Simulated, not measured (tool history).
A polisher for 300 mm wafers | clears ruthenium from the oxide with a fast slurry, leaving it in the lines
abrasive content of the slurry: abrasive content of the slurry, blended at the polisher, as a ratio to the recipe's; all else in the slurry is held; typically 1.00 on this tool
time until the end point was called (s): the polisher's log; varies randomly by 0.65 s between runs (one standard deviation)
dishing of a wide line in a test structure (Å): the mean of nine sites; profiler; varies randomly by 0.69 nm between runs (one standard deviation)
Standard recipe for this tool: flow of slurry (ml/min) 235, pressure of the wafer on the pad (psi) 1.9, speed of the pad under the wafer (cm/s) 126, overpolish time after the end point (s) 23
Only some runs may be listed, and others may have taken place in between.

run    hour  flow of slurry (ml/min)  pressure of the wafer on the pad (psi)  speed of the pad under the wafer (cm/s)  abrasive content of the slurry  overpolish time after the end point (s)  incoming thickness of the incoming film, nm  time until the end point was called (s)  dishing of a wide line in a test structure (Å)
  1     0.0                      235                                     1.9                                      126                            1.00                                       23                                        175.8                                     54.3                                             445
  2    44.0                      235                                     1.9                                      126                            1.00                                       23                                        180.1                                     53.2                                             452
  3   130.6                      235                                     1.9                                      126                            1.00                                       23                                        179.3                                     55.8                                             443
      140.6  -- worn pad replaced by a new one
  4   188.2                      235                                     1.9                                      126                            1.00                                       23                                        182.4                                     57.2                                             445
  5   283.9                      205                                     1.9                                      126                            1.00                                       23                                        178.8                                     56.4                                             424
  6   369.5                      205                                     1.9                                      126                            1.00                                       23                                        179.6                                     57.0                                             434
      382.4  -- slurry blender recalibrated
  7   459.7                      205                                     1.9                                      126                            1.00                                       23                                        180.3                                     53.9                                             454
  8   537.0                      235                                     1.9                                      126                            1.00                                       23                                        180.3                                     54.5                                             458
  9   598.7                      235                                     1.9                                      126                            1.00                                       23                                        177.0                                     52.3                                             447
 10   675.6                      235                                     1.9                                      160                            1.00                                       23                                        179.6                                     43.5                                             510
      753.4  -- slurry nozzle cleaned
      759.1  -- worn pad replaced by a new one
 11   774.2                      235                                     1.9                                      126                            1.10                                       23                                        180.3                                     55.0                                             450
      782.1  -- head pressure recalibrated
 12   838.3                      235                                     1.9                                      126                            1.00                                       23                                        180.4                                     56.2                                             427
 13   928.5                      235                                     1.9                                      126                            1.00                                       23                                        178.7                                     55.9                                             440
      953.7  -- slurry blender recalibrated
 14  1006.9                      235                                     1.9                                      102                            1.00                                       23                                        180.5                                     63.6                                             419
 15  1321.4                      235                                     2.1                                      126                            0.80                                       14                                        176.7                                     52.0                                             324
     1345.1  -- worn pad replaced by a new one
 16  1381.9                      285                                     2.3                                      126                            1.20                                       10                                        178.2                                     43.0                                             297
 17  1421.7                      235                                     1.9                                      126                            1.00                                       23                                        180.0                                     55.3                                             445
     1466.0  -- slurry nozzle cleaned
 18  1491.2                      235                                     1.9                                      126                            0.85                                       23                                        179.8                                     58.6                                             422
 19  1551.0                      235                                     1.9                                      126                            0.85                                       30                                        181.6                                     58.5                                             512
     1596.7  -- slurry blender recalibrated
 20  1626.2                      235                                     1.9                                      126                            0.90                                       23                                        179.3                                     52.7                                             458
     1673.9  -- head pressure recalibrated
 21  1701.0                      235                                     1.9                                      126                            1.25                                       23                                        180.4                                     50.4                                             474
 22  1784.1                      235                                     1.9                                      126                            1.00                                       23                                        179.1                                     53.8                                             452
     1916.0  -- worn pad replaced by a new one
 23  2043.5                      235                                     1.5                                      126                            1.00                                       33                                        181.6                                     69.4                                             477
     2196.3  -- slurry nozzle cleaned
     2210.0  -- slurry blender recalibrated
 24  2247.8                      210                                     1.9                                      126                            1.00                                       23                                        181.1                                     52.7                                             447
 25  2285.1                      235                                     1.9                                       94                            1.00                                       11                                        178.0                                     69.9                                             208
 26  2344.6                      235                                     1.9                                      126                            1.00                                       23                                        181.1                                     53.4                                             453
 27  2403.2                      275                                     1.9                                      126                            0.75                                       35                                        178.7                                     55.3                                             535

Forecast each of these 5 alternatives for the next run:
  A  2403.7                      235                                     1.9                                      126                            1.00                                       23                                        180.7                                        ?                                               ?
  B  2403.7                      155                                     1.9                                      140                            1.00                                       23                                        180.7                                        ?                                               ?
  C  2403.7                      285                                     1.9                                      126                            1.20                                       10                                        180.7                                        ?                                               ?
  D  2403.7                      290                                     1.9                                      126                            0.75                                       23                                        180.7                                        ?                                               ?
  E  2403.7                      235                                     1.9                                      126                            1.30                                       23                                        180.7                                        ?                                               ?

run  time until the end point was called (s)  dishing of a wide line in a test structure (Å)
  A                                     54.3                                             450
  B                                     52.2                                             461
  C                                     50.8                                             260
  D                                     56.8                                             438
  E                                     50.8                                             469
Stripped of hidden state, with their random variation kept, the same runs would have yielded:
run  time until the end point was called (s)  dishing of a wide line in a test structure (Å)
  A                                     50.7                                             470
  B                                     48.6                                             481
  C                                     47.6                                             274
  D                                     52.7                                             458
  E                                     47.7                                             486

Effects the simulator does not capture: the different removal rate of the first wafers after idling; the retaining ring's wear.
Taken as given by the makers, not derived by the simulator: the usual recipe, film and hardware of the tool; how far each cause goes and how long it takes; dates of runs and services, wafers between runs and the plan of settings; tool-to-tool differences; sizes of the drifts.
